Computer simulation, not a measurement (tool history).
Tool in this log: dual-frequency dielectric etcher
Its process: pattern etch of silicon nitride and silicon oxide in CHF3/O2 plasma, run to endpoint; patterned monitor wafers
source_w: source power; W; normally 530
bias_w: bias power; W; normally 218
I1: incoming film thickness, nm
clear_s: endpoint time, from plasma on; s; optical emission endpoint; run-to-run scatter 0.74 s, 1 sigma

Run 1, hour 0.0: usual settings but source_w 560 W; I1 223.1. Result: clear_s 162.5 s.
Run 2, hour 23.6: usual settings but source_w 560 W; I1 223.3. Result: clear_s 162.1 s.
Run 3, hour 51.0: usual settings but source_w 560 W; I1 221.8. Result: clear_s 160.1 s.
Run 4, hour 79.0: usual settings; I1 222.5. Result: clear_s 162.7 s.
Run 5, hour 107.1: usual settings; I1 223.2. Result: clear_s 164.8 s.
Run 6, hour 130.2: usual settings; I1 223.7. Result: clear_s 162.7 s.
Run 7, hour 156.3: usual settings but source_w 500 W; I1 224.0. Result: clear_s 166.4 s.
Run 8, hour 185.9: usual settings; I1 220.8. Result: clear_s 160.3 s.
Run 9, hour 206.7: usual settings; I1 224.0. Result: clear_s 162.3 s.
Run 10, hour 235.7: usual settings but bias_w 198 W; I1 222.8. Result: clear_s 165.3 s.
At hour 283.9: upper electrode replaced.
Run 11, hour 284.4: usual settings but bias_w 198 W; I1 223.9. Result: clear_s 163.8 s.
Run 12, hour 284.7: usual settings but bias_w 198 W; I1 224.2. Result: clear_s 164.2 s.
Run 13, hour 290.9: usual settings but bias_w 258 W; I1 223.6. Result: clear_s 152.3 s.
Run 14, hour 311.6: usual settings but source_w 470 W; I1 221.3. Result: clear_s 163.4 s.
At hour 345.4: wet clean of the chamber.
Run 15, hour 345.9: usual settings; I1 224.3. Result: clear_s 169.5 s.
Run 16, hour 354.7: usual settings but source_w 580 W, bias_w 182 W; I1 224.3. Result: clear_s 172.1 s.
Run 17, hour 386.1: usual settings but source_w 420 W, bias_w 270 W; I1 222.0. Result: clear_s 168.1 s.
Run 18, hour 404.2: usual settings but source_w 450 W, bias_w 184 W; I1 225.7. Result: clear_s 184.5 s.
Run 19, hour 423.1: usual settings; I1 222.7. Result: clear_s 166.0 s.
Run 20, hour 440.4: usual settings but source_w 590 W, bias_w 202 W; I1 222.1. Result: clear_s 163.1 s.
Run 21, hour 466.1: usual settings but bias_w 194 W; I1 223.0. Result: clear_s 169.1 s.
At hour 491.5: source power generator calibrated.
At hour 500.1: bias power generator calibrated.
Run 22, hour 500.6: usual settings but source_w 410 W, bias_w 253 W; I1 224.0. Result: clear_s 172.4 s.
Run 23, hour 515.8: usual settings but source_w 580 W, bias_w 265 W; I1 221.2. Result: clear_s 151.7 s.
Run 24, hour 533.6: usual settings but source_w 460 W, bias_w 201 W; I1 224.3. Result: clear_s 175.6 s.
Run 25, hour 556.5: usual settings but source_w 490 W, bias_w 175 W; I1 223.2. Result: clear_s 176.2 s.
Run 26, hour 570.7: usual settings but source_w 480 W, bias_w 250 W; I1 223.7. Result: clear_s 163.4 s.
Run 27, hour 593.1: usual settings but source_w 590 W, bias_w 202 W; I1 223.2. Result: clear_s 161.5 s.
Run 28, hour 623.2: usual settings but source_w 470 W, bias_w 187 W; I1 221.3. Result: clear_s 173.7 s.
Run 29, hour 676.7: usual settings but source_w 440 W, bias_w 238 W; I1 223.6. Result: clear_s 168.2 s.
Run 30, hour 703.9: usual settings; I1 223.1. Result: clear_s 161.5 s.
Run 31, hour 716.8: usual settings; I1 224.0. Result: clear_s 161.7 s.
Run 32, hour 737.1: usual settings but bias_w 252 W; I1 224.6. Result: clear_s 156.6 s.
Run 33, hour 749.6: usual settings but source_w 470 W, bias_w 187 W; I1 221.4. Result: clear_s 172.7 s.

Same runs, no hidden state in the tool, same run-to-run variation:
Hidden state at play: etch rate over this chamber's usual, %; source power that arrives over what is set, %; bias power that arrives over what is set, %.
run  clear_s
  1    165.2
  2    165.2
  3    163.6
  4    166.9
  5    169.5
  6    167.9
  7    172.2
  8    166.4
  9    168.9
 10    172.6
 11    172.0
 12    172.4
 13    160.1
 14    172.1
 15    169.3
 16    172.0
 17    168.7
 18    185.5
 19    167.3
 20    164.7
 21    171.2
 22    175.3
 23    154.5
 24    179.3
 25    180.3
 26    167.5
 27    166.0
 28    179.2
 29    174.5
 30    168.1
 31    168.6
 32    163.7
 33    180.7
